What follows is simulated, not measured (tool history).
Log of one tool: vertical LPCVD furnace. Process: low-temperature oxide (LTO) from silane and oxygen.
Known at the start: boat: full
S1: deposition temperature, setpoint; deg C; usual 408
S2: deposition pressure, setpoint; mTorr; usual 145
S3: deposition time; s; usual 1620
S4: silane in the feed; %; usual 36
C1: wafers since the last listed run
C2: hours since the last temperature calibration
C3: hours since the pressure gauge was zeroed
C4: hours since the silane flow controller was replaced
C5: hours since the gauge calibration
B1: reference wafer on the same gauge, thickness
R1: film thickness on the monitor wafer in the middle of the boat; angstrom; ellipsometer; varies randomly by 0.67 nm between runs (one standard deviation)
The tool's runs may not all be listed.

{"run": 1, "hour": 0.0, "S1": 408, "S2": 145, "S3": 2130, "S4": 36, "C1": 0, "C2": 1959.4, "C3": 3555.0, "C4": 2087.7, "C5": 460.1, "B1": 139.0, "R1": 1993.3}
{"run": 2, "hour": 57.8, "S1": 408, "S2": 135, "S3": 1620, "S4": 36, "C1": 1103, "C2": 2017.2, "C3": 3612.8, "C4": 2145.5, "C5": 517.9, "B1": 138.92, "R1": 1413.6}
{"run": 3, "hour": 153.4, "S1": 408, "S2": 135, "S3": 1620, "S4": 36, "C1": 1825, "C2": 2112.8, "C3": 3708.4, "C4": 2241.1, "C5": 613.5, "B1": 139.14, "R1": 1419.5}
{"run": 4, "hour": 202.1, "S1": 408, "S2": 135, "S3": 1620, "S4": 36, "C1": 929, "C2": 2161.5, "C3": 3757.1, "C4": 2289.8, "C5": 662.2, "B1": 139.1, "R1": 1413.7}
{"run": 5, "hour": 261.5, "S1": 413, "S2": 145, "S3": 1620, "S4": 36, "C1": 1134, "C2": 2220.9, "C3": 3816.5, "C4": 2349.2, "C5": 721.6, "B1": 138.98, "R1": 1614.9}
{"hour": 332.8, "done": "pressure gauge zeroed"}
{"hour": 365.4, "done": "silane flow controller replaced"}
{"hour": 381.5, "done": "thermocouples replaced and temperature profile calibrated"}
{"run": 6, "hour": 382.0, "S1": 408, "S2": 125, "S3": 2100, "S4": 36, "C1": 1077, "C2": 0.5, "C3": 49.2, "C4": 16.6, "C5": 842.1, "B1": 139.02, "R1": 1607.9}
{"run": 7, "hour": 425.4, "S1": 408, "S2": 125, "S3": 2100, "S4": 36, "C1": 828, "C2": 43.9, "C3": 92.6, "C4": 60.0, "C5": 885.5, "B1": 139.04, "R1": 1610.7}
{"run": 8, "hour": 528.5, "S1": 408, "S2": 125, "S3": 2100, "S4": 36, "C1": 1968, "C2": 147.0, "C3": 195.7, "C4": 163.1, "C5": 988.6, "B1": 139.0, "R1": 1618.0}
{"hour": 561.1, "done": "gauge calibrated"}
{"run": 9, "hour": 583.1, "S1": 408, "S2": 145, "S3": 1620, "S4": 36, "C1": 1042, "C2": 201.6, "C3": 250.3, "C4": 217.7, "C5": 22.0, "B1": 138.86, "R1": 1457.6}
{"run": 10, "hour": 623.1, "S1": 408, "S2": 145, "S3": 1620, "S4": 39, "C1": 763, "C2": 241.6, "C3": 290.3, "C4": 257.7, "C5": 62.0, "B1": 138.98, "R1": 1611.4}
{"run": 11, "hour": 662.0, "S1": 408, "S2": 145, "S3": 1620, "S4": 36, "C1": 742, "C2": 280.5, "C3": 329.2, "C4": 296.6, "C5": 100.9, "B1": 138.99, "R1": 1461.1}
{"run": 12, "hour": 701.3, "S1": 411, "S2": 110, "S3": 1800, "S4": 34, "C1": 750, "C2": 319.8, "C3": 368.5, "C4": 335.9, "C5": 140.2, "B1": 138.82, "R1": 1174.7}
{"run": 13, "hour": 808.4, "S1": 408, "S2": 145, "S3": 960, "S4": 36, "C1": 2045, "C2": 426.9, "C3": 475.6, "C4": 443.0, "C5": 247.3, "B1": 139.14, "R1": 861.6}
{"run": 14, "hour": 915.2, "S1": 401, "S2": 125, "S3": 1620, "S4": 36, "C1": 2039, "C2": 533.7, "C3": 582.4, "C4": 549.8, "C5": 354.1, "B1": 139.07, "R1": 1165.8}
{"run": 15, "hour": 1011.6, "S1": 411, "S2": 155, "S3": 1620, "S4": 36, "C1": 1840, "C2": 630.1, "C3": 678.8, "C4": 646.2, "C5": 450.5, "B1": 138.99, "R1": 1626.2}
{"run": 16, "hour": 1081.0, "S1": 402, "S2": 115, "S3": 1440, "S4": 31, "C1": 1325, "C2": 699.5, "C3": 748.2, "C4": 715.6, "C5": 519.9, "B1": 138.93, "R1": 785.6}

Alternative continuations, all from the tool just after run 16; predict every row:
{"run": "A", "hour": 1085.0, "S1": 408, "S2": 145, "S3": 1620, "S4": 40, "C1": 76, "C2": 703.5, "C3": 752.2, "C4": 719.6, "C5": 523.9, "B1": "?", "R1": "?"}
{"run": "B", "hour": 1085.0, "S1": 414, "S2": 115, "S3": 1950, "S4": 32, "C1": 76, "C2": 703.5, "C3": 752.2, "C4": 719.6, "C5": 523.9, "B1": "?", "R1": "?"}
{"run": "C", "hour": 1085.0, "S1": 408, "S2": 145, "S3": 1890, "S4": 36, "C1": 76, "C2": 703.5, "C3": 752.2, "C4": 719.6, "C5": 523.9, "B1": "?", "R1": "?"}

run=A B1=139.10 R1=1656.1
run=B B1=139.10 R1=1274.4
run=C B1=139.10 R1=1701.4
Without the tool's unlogged condition, the same runs would have read:
run=A R1=1638.2
run=B R1=1255.8
run=C R1=1679.7

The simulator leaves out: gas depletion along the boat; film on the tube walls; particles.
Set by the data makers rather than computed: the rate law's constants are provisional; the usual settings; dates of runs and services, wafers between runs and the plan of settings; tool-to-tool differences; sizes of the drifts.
